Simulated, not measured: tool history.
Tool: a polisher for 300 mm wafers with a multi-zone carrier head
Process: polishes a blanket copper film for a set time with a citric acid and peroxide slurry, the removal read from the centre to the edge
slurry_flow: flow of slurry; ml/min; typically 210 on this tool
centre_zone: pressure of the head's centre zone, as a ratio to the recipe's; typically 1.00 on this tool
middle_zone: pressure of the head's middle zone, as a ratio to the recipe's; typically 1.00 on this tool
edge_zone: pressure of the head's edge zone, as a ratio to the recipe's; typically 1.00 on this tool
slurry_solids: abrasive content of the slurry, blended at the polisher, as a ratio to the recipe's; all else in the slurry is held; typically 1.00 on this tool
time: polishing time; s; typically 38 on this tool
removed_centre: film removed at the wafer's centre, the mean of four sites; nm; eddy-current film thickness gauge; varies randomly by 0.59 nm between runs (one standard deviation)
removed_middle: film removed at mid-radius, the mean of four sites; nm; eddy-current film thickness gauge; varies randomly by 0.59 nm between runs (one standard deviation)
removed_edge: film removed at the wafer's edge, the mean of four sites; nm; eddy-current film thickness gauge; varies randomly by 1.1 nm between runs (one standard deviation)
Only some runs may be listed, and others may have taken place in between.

run	hour	slurry_flow	centre_zone	middle_zone	edge_zone	slurry_solids	time	wafers since the last listed run	wafers polished on this pad	hours since the slurry nozzle was cleaned	hours since the centre zone pressure was calibrated	hours since the edge zone pressure was calibrated	hours since the carrier head's membrane was replaced	incoming thickness of the incoming film, nm	removed_centre	removed_middle	removed_edge
1	0.0	210	1.00	1.00	1.00	1.20	38	0	410	418.4	1100.8	1315.3	807.7	874.0	84.0	81.8	81.0
2	13.1	210	1.00	1.00	1.00	1.20	38	235	646	431.5	1113.9	1328.4	820.8	858.6	84.0	81.9	80.4
3	19.9	210	1.00	1.00	1.00	1.20	38	122	768	438.3	1120.7	1335.2	827.6	860.6	83.8	81.6	81.7
# hour 31.1: worn pad replaced by a new one
4	31.6	210	1.00	0.97	1.00	1.00	38	138	9	450.0	1132.4	1346.9	839.3	865.5	81.1	77.5	79.0
5	37.9	210	1.08	1.00	1.00	1.00	38	113	122	456.3	1138.7	1353.2	845.6	864.3	88.0	78.6	80.4
6	47.9	210	1.08	1.00	1.00	1.00	38	179	302	466.3	1148.7	1363.2	855.6	887.3	87.4	79.2	78.4
7	65.8	165	1.00	1.00	1.00	1.00	38	322	624	484.2	1166.6	1381.1	873.5	872.3	77.9	77.3	78.8
# hour 71.9: centre zone pressure recalibrated
# hour 79.8: worn pad replaced by a new one
8	80.3	165	1.00	1.00	1.00	1.00	38	152	8	498.7	8.4	1395.6	888.0	879.3	78.3	76.3	78.6
# hour 91.0: carrier head's membrane replaced by a new one
9	94.4	165	1.00	1.00	1.00	1.00	38	163	172	512.8	22.5	1409.7	3.4	861.2	78.8	76.9	77.1
10	109.3	270	1.10	1.00	0.90	1.00	38	268	440	527.7	37.4	1424.6	18.3	857.1	92.7	82.0	74.4
11	116.3	190	1.00	1.00	1.00	1.00	27	125	566	534.7	44.4	1431.6	25.3	864.8	57.9	56.4	55.8
# hour 127.2: slurry nozzle cleaned
# hour 128.8: worn pad replaced by a new one
12	129.3	210	1.00	1.00	1.10	1.00	38	186	9	2.1	57.4	1444.6	38.3	869.0	81.3	78.6	82.1
13	133.2	165	1.00	1.00	1.00	1.00	47	70	79	6.0	61.3	1448.5	42.2	871.1	95.7	94.7	96.5
14	147.0	210	1.00	1.06	1.00	1.00	38	248	327	19.8	75.1	1462.3	56.0	865.9	81.5	84.2	79.5
15	157.2	210	0.93	0.92	0.94	1.15	38	183	511	30.0	85.3	1472.5	66.2	867.8	78.3	75.4	76.6
# hour 162.9: edge zone pressure recalibrated
16	170.0	210	1.00	1.00	0.95	1.00	38	194	705	42.8	98.1	7.1	79.0	857.8	81.0	79.0	76.5

Expected results for the next run?
# hour 178.1: worn pad replaced by a new one
17	185.1	210	1.00	1.00	1.00	1.00	38	199	125	57.9	113.2	22.2	94.1	882.3	?	?	?

Run 17 gave removed_centre 80.4 nm, removed_middle 80.8 nm, removed_edge 80.3 nm.
Take away the tool's hidden state, keep the run-to-run variation as it was, and the same run would have given removed_centre 80.4 nm, removed_middle 80.8 nm, removed_edge 80.3 nm.
